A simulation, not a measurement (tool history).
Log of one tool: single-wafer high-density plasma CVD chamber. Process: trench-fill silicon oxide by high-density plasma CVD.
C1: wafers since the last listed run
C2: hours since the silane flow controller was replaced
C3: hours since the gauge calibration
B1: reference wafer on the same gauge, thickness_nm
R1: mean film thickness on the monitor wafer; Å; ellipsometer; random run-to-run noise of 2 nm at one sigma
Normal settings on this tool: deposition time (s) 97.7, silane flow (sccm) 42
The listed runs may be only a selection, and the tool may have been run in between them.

run 1 hour=0 | deposition_time_(s)=109.5 silane_flow_(sccm)=37 | C1=0 C2=2111.5 C3=286.8 | B1=510.061 | R1=4072.66
run 2 hour=27.9 | deposition_time_(s)=109.5 silane_flow_(sccm)=37 | C1=244 C2=2139.4 C3=314.7 | B1=509.618 | R1=4086.92
run 3 hour=51.9 | deposition_time_(s)=91 silane_flow_(sccm)=46 | C1=210 C2=2163.4 C3=338.7 | B1=509.835 | R1=4232.63
run 4 hour=106.2 | deposition_time_(s)=91 silane_flow_(sccm)=46 | C1=476 C2=2217.7 C3=393 | B1=510.513 | R1=4219.41
run 5 hour=128.9 | deposition_time_(s)=110.6 silane_flow_(sccm)=48 | C1=199 C2=2240.4 C3=415.7 | B1=510.153 | R1=5373.85
run 6 hour=159.1 | deposition_time_(s)=110.6 silane_flow_(sccm)=48 | C1=264 C2=2270.6 C3=445.9 | B1=510.653 | R1=5371.73
run 7 hour=185.4 | deposition_time_(s)=104.7 silane_flow_(sccm)=46 | C1=230 C2=2296.9 C3=472.2 | B1=509.719 | R1=4842.61
run 8 hour=219.9 | deposition_time_(s)=104.7 silane_flow_(sccm)=46 | C1=302 C2=2331.4 C3=506.7 | B1=509.864 | R1=4853.05
run 9 hour=245.6 | deposition_time_(s)=104.7 silane_flow_(sccm)=46 | C1=225 C2=2357.1 C3=532.4 | B1=509.988 | R1=4863.99
run 10 hour=278.9 | deposition_time_(s)=97.7 silane_flow_(sccm)=42 | C1=292 C2=2390.4 C3=565.7 | B1=510.415 | R1=4146.45
run 11 hour=308.6 | deposition_time_(s)=97.7 silane_flow_(sccm)=42 | C1=260 C2=2420.1 C3=595.4 | B1=510.711 | R1=4146.95
run 12 hour=340.4 | deposition_time_(s)=97.7 silane_flow_(sccm)=42 | C1=279 C2=2451.9 C3=627.2 | B1=510.148 | R1=4130.61
run 13 hour=363.3 | deposition_time_(s)=97.7 silane_flow_(sccm)=45 | C1=200 C2=2474.8 C3=650.1 | B1=510.729 | R1=4414.41
run 14 hour=377.5 | deposition_time_(s)=92 silane_flow_(sccm)=42 | C1=124 C2=2489 C3=664.3 | B1=511.493 | R1=3883.23
run 15 hour=400.8 | deposition_time_(s)=92 silane_flow_(sccm)=42 | C1=204 C2=2512.3 C3=687.6 | B1=510.335 | R1=3906.59
run 16 hour=429.3 | deposition_time_(s)=86.7 silane_flow_(sccm)=42 | C1=250 C2=2540.8 C3=716.1 | B1=509.903 | R1=3664.44
run 17 hour=459.5 | deposition_time_(s)=97.7 silane_flow_(sccm)=42 | C1=264 C2=2571 C3=746.3 | B1=510.113 | R1=4140.97
run 18 hour=493.1 | deposition_time_(s)=97.7 silane_flow_(sccm)=42 | C1=294 C2=2604.6 C3=779.9 | B1=508.793 | R1=4170.81
run 19 hour=541.8 | deposition_time_(s)=97.7 silane_flow_(sccm)=42 | C1=427 C2=2653.3 C3=828.6 | B1=509.749 | R1=4116.27
-- hour=548.2 gauge calibrated
run 20 hour=560.5 | deposition_time_(s)=97.7 silane_flow_(sccm)=42 | C1=164 C2=2672 C3=12.3 | B1=509.667 | R1=4133.57
run 21 hour=578.8 | deposition_time_(s)=97.7 silane_flow_(sccm)=42 | C1=160 C2=2690.3 C3=30.6 | B1=510.095 | R1=4078.96
run 22 hour=601.5 | deposition_time_(s)=97.7 silane_flow_(sccm)=42 | C1=199 C2=2713 C3=53.3 | B1=510.997 | R1=4168.98
run 23 hour=614.8 | deposition_time_(s)=97.7 silane_flow_(sccm)=42 | C1=116 C2=2726.3 C3=66.6 | B1=510.605 | R1=4115.99
run 24 hour=640.9 | deposition_time_(s)=109.9 silane_flow_(sccm)=50 | C1=229 C2=2752.4 C3=92.7 | B1=508.51 | R1=5531.65
run 25 hour=668.5 | deposition_time_(s)=107.5 silane_flow_(sccm)=49 | C1=242 C2=2780 C3=120.3 | B1=510.495 | R1=5292.45
run 26 hour=698.7 | deposition_time_(s)=109.5 silane_flow_(sccm)=37 | C1=264 C2=2810.2 C3=150.5 | B1=509.773 | R1=4084.99
run 27 hour=714.4 | deposition_time_(s)=107.3 silane_flow_(sccm)=45 | C1=137 C2=2825.9 C3=166.2 | B1=510.272 | R1=4841.94
run 28 hour=739.3 | deposition_time_(s)=97.7 silane_flow_(sccm)=42 | C1=218 C2=2850.8 C3=191.1 | B1=510.187 | R1=4104.52
run 29 hour=751.5 | deposition_time_(s)=109.6 silane_flow_(sccm)=35 | C1=107 C2=2863 C3=203.3 | B1=510.533 | R1=3840.7
run 30 hour=782.2 | deposition_time_(s)=84.9 silane_flow_(sccm)=39 | C1=269 C2=2893.7 C3=234 | B1=509.286 | R1=3333.82
run 31 hour=816.2 | deposition_time_(s)=80 silane_flow_(sccm)=38 | C1=298 C2=2927.7 C3=268 | B1=509.974 | R1=3076.1
run 32 hour=831.6 | deposition_time_(s)=113.5 silane_flow_(sccm)=47 | C1=135 C2=2943.1 C3=283.4 | B1=509.224 | R1=5406.47
-- hour=849.9 silane flow controller replaced
run 33 hour=858.6 | deposition_time_(s)=82.8 silane_flow_(sccm)=42 | C1=166 C2=8.7 C3=310.4 | B1=510.596 | R1=3418.42
run 34 hour=877.6 | deposition_time_(s)=108.4 silane_flow_(sccm)=42 | C1=166 C2=27.7 C3=329.4 | B1=509.588 | R1=4422.47
run 35 hour=895.5 | deposition_time_(s)=110.2 silane_flow_(sccm)=35 | C1=157 C2=45.6 C3=347.3 | B1=509.929 | R1=3730.69
run 36 hour=916.9 | deposition_time_(s)=85.7 silane_flow_(sccm)=49 | C1=187 C2=67 C3=368.7 | B1=509.181 | R1=4110.5
run 37 hour=934.3 | deposition_time_(s)=112.6 silane_flow_(sccm)=46 | C1=152 C2=84.4 C3=386.1 | B1=510.69 | R1=5041.89
run 38 hour=956.9 | deposition_time_(s)=112 silane_flow_(sccm)=36 | C1=198 C2=107 C3=408.7 | B1=510.056 | R1=3901.41
run 39 hour=990.3 | deposition_time_(s)=91.8 silane_flow_(sccm)=36 | C1=293 C2=140.4 C3=442.1 | B1=509.477 | R1=3192.91
run 40 hour=1024.7 | deposition_time_(s)=79.5 silane_flow_(sccm)=48 | C1=301 C2=174.8 C3=476.5 | B1=510.469 | R1=3683.9
run 41 hour=1060.3 | deposition_time_(s)=116 silane_flow_(sccm)=38 | C1=312 C2=210.4 C3=512.1 | B1=510.655 | R1=4260.28
-- hour=1080.3 silane flow controller replaced, repeated, since the last time left the tool worse
run 42 hour=1084.5 | deposition_time_(s)=114.8 silane_flow_(sccm)=49 | C1=142 C2=4.2 C3=536.3 | B1=509.715 | R1=5775.14
run 43 hour=1111.7 | deposition_time_(s)=97.7 silane_flow_(sccm)=42 | C1=238 C2=31.4 C3=563.5 | B1=510.162 | R1=4229.26
run 44 hour=1143.6 | deposition_time_(s)=78.5 silane_flow_(sccm)=39 | C1=279 C2=63.3 C3=595.4 | B1=511.364 | R1=3164.21
run 45 hour=1178.3 | deposition_time_(s)=105.5 silane_flow_(sccm)=49 | C1=304 C2=98 C3=630.1 | B1=511 | R1=5298.27
run 46 hour=1210.5 | deposition_time_(s)=97.7 silane_flow_(sccm)=42 | C1=282 C2=130.2 C3=662.3 | B1=509.726 | R1=4254.34
run 47 hour=1230.2 | deposition_time_(s)=97.7 silane_flow_(sccm)=42 | C1=172 C2=149.9 C3=682 | B1=508.529 | R1=4258.77

Below are 3 alternative next runs, each starting from the tool's condition after run 47. Predict each:
run A hour=1230.6 | deposition_time_(s)=97.7 silane_flow_(sccm)=49 | C1=3 C2=150.3 C3=682.4 | B1=? | R1=?
run B hour=1230.6 | deposition_time_(s)=79.6 silane_flow_(sccm)=36 | C1=3 C2=150.3 C3=682.4 | B1=? | R1=?
run C hour=1230.6 | deposition_time_(s)=110.3 silane_flow_(sccm)=38 | C1=3 C2=150.3 C3=682.4 | B1=? | R1=?

run=A B1=510.348 R1=4925.29
run=B B1=510.348 R1=2948.2
run=C B1=510.348 R1=4312.21
With the hidden condition removed and each run's random variation left untouched, the same runs would have given:
run=A R1=4998.07
run=B R1=2991.76
run=C R1=4375.94

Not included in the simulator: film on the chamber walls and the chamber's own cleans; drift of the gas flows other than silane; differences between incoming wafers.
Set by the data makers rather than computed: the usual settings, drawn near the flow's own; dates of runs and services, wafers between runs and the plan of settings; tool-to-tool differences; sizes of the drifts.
